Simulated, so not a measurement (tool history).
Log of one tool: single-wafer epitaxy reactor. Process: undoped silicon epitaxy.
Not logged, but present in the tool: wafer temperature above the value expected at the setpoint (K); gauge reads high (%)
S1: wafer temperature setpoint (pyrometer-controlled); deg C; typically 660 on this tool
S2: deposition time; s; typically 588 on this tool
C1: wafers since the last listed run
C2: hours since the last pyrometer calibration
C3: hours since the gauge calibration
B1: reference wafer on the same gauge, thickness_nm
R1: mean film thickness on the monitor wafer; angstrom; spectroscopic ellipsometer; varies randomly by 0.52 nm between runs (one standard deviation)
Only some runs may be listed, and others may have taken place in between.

{"run": 1, "day": 0.0, "S1": 663, "S2": 588, "C1": 0, "C2": 727.8, "C3": 517.4, "B1": 114.759, "R1": 1261.5}
{"run": 2, "day": 2.067, "S1": 663, "S2": 588, "C1": 165, "C2": 777.4, "C3": 567.0, "B1": 114.987, "R1": 1266.43}
{"run": 3, "day": 4.0, "S1": 660, "S2": 588, "C1": 155, "C2": 823.8, "C3": 613.4, "B1": 114.927, "R1": 1181.37}
{"run": 4, "day": 6.933, "S1": 660, "S2": 588, "C1": 235, "C2": 894.2, "C3": 683.8, "B1": 115.031, "R1": 1186.76}
{"run": 5, "day": 9.379, "S1": 660, "S2": 658, "C1": 196, "C2": 952.9, "C3": 742.5, "B1": 114.882, "R1": 1321.2}
{"run": 6, "day": 20.317, "S1": 660, "S2": 658, "C1": 877, "C2": 1215.4, "C3": 1005.0, "B1": 115.001, "R1": 1344.5}
{"run": 7, "day": 22.846, "S1": 660, "S2": 658, "C1": 203, "C2": 1276.1, "C3": 1065.7, "B1": 114.891, "R1": 1338.39}
{"run": 8, "day": 26.608, "S1": 660, "S2": 588, "C1": 301, "C2": 1366.4, "C3": 1156.0, "B1": 114.882, "R1": 1197.44}
{"run": 9, "day": 33.429, "S1": 660, "S2": 588, "C1": 547, "C2": 1530.1, "C3": 1319.7, "B1": 114.928, "R1": 1219.51}
{"run": 10, "day": 35.9, "S1": 660, "S2": 588, "C1": 198, "C2": 1589.4, "C3": 1379.0, "B1": 114.938, "R1": 1205.0}
{"run": 11, "day": 39.988, "S1": 660, "S2": 588, "C1": 328, "C2": 1687.5, "C3": 1477.1, "B1": 115.241, "R1": 1222.59}
{"run": 12, "day": 42.633, "S1": 655, "S2": 556, "C1": 212, "C2": 1751.0, "C3": 1540.6, "B1": 115.117, "R1": 1040.91}
{"run": 13, "day": 45.362, "S1": 655, "S2": 556, "C1": 219, "C2": 1816.5, "C3": 1606.1, "B1": 115.228, "R1": 1047.16}
{"day": 46.896, "done": "gauge calibrated"}
{"run": 14, "day": 49.05, "S1": 660, "S2": 666, "C1": 295, "C2": 1905.0, "C3": 51.7, "B1": 115.017, "R1": 1381.51}
{"run": 15, "day": 51.192, "S1": 654, "S2": 526, "C1": 171, "C2": 1956.4, "C3": 103.1, "B1": 115.11, "R1": 970.46}
{"run": 16, "day": 52.717, "S1": 654, "S2": 526, "C1": 122, "C2": 1993.0, "C3": 139.7, "B1": 115.112, "R1": 973.8}
{"run": 17, "day": 56.729, "S1": 654, "S2": 652, "C1": 322, "C2": 2089.3, "C3": 236.0, "B1": 115.031, "R1": 1201.25}
{"run": 18, "day": 60.242, "S1": 655, "S2": 556, "C1": 281, "C2": 2173.6, "C3": 320.3, "B1": 115.013, "R1": 1056.5}
{"run": 19, "day": 62.529, "S1": 653, "S2": 491, "C1": 183, "C2": 2228.5, "C3": 375.2, "B1": 114.98, "R1": 903.35}
{"run": 20, "day": 66.062, "S1": 653, "S2": 676, "C1": 283, "C2": 2313.3, "C3": 460.0, "B1": 114.888, "R1": 1237.5}
{"run": 21, "day": 68.838, "S1": 654, "S2": 538, "C1": 222, "C2": 2379.9, "C3": 526.6, "B1": 115.077, "R1": 1008.82}
{"run": 22, "day": 72.162, "S1": 669, "S2": 588, "C1": 266, "C2": 2459.7, "C3": 606.4, "B1": 115.04, "R1": 1500.26}
{"run": 23, "day": 73.767, "S1": 669, "S2": 588, "C1": 128, "C2": 2498.2, "C3": 644.9, "B1": 115.025, "R1": 1515.06}
{"run": 24, "day": 76.142, "S1": 669, "S2": 633, "C1": 190, "C2": 2555.2, "C3": 701.9, "B1": 115.038, "R1": 1626.49}
{"day": 78.383, "done": "pyrometer calibrated"}
{"run": 25, "day": 78.862, "S1": 654, "S2": 645, "C1": 191, "C2": 11.5, "C3": 767.2, "B1": 115.218, "R1": 1143.02}
{"run": 26, "day": 81.962, "S1": 665, "S2": 630, "C1": 248, "C2": 85.9, "C3": 841.6, "B1": 115.044, "R1": 1389.79}
{"run": 27, "day": 86.262, "S1": 660, "S2": 588, "C1": 345, "C2": 189.1, "C3": 944.8, "B1": 115.058, "R1": 1174.47}
{"run": 28, "day": 88.712, "S1": 671, "S2": 619, "C1": 196, "C2": 247.9, "C3": 1003.6, "B1": 115.135, "R1": 1558.49}
{"run": 29, "day": 91.262, "S1": 650, "S2": 493, "C1": 204, "C2": 309.1, "C3": 1064.8, "B1": 114.849, "R1": 798.38}
{"run": 30, "day": 94.05, "S1": 648, "S2": 487, "C1": 223, "C2": 376.0, "C3": 1131.7, "B1": 115.152, "R1": 759.19}
{"run": 31, "day": 97.554, "S1": 666, "S2": 588, "C1": 281, "C2": 460.1, "C3": 1215.8, "B1": 114.902, "R1": 1346.76}
{"run": 32, "day": 99.062, "S1": 660, "S2": 662, "C1": 121, "C2": 496.3, "C3": 1252.0, "B1": 114.989, "R1": 1327.78}
{"run": 33, "day": 103.546, "S1": 660, "S2": 588, "C1": 359, "C2": 603.9, "C3": 1359.6, "B1": 115.034, "R1": 1179.06}

Branching from run 33: 5 alternative next runs. What would each branch give?
{"run": "A", "day": 103.571, "S1": 660, "S2": 588, "C1": 2, "C2": 604.5, "C3": 1360.2, "B1": "?", "R1": "?"}
{"run": "B", "day": 103.571, "S1": 660, "S2": 675, "C1": 2, "C2": 604.5, "C3": 1360.2, "B1": "?", "R1": "?"}
{"run": "C", "day": 103.571, "S1": 670, "S2": 683, "C1": 2, "C2": 604.5, "C3": 1360.2, "B1": "?", "R1": "?"}
{"run": "D", "day": 103.571, "S1": 651, "S2": 529, "C1": 2, "C2": 604.5, "C3": 1360.2, "B1": "?", "R1": "?"}
{"run": "E", "day": 103.571, "S1": 651, "S2": 498, "C1": 2, "C2": 604.5, "C3": 1360.2, "B1": "?", "R1": "?"}

run=A B1=115.090 R1=1184.07
run=B B1=115.090 R1=1359.26
run=C B1=115.090 R1=1688.02
run=D B1=115.090 R1=882.66
run=E B1=115.090 R1=830.94
Without the tool's unlogged condition, the same runs would have read:
run=A R1=1186.93
run=B R1=1362.55
run=C R1=1692.02
run=D R1=884.84
run=E R1=832.99
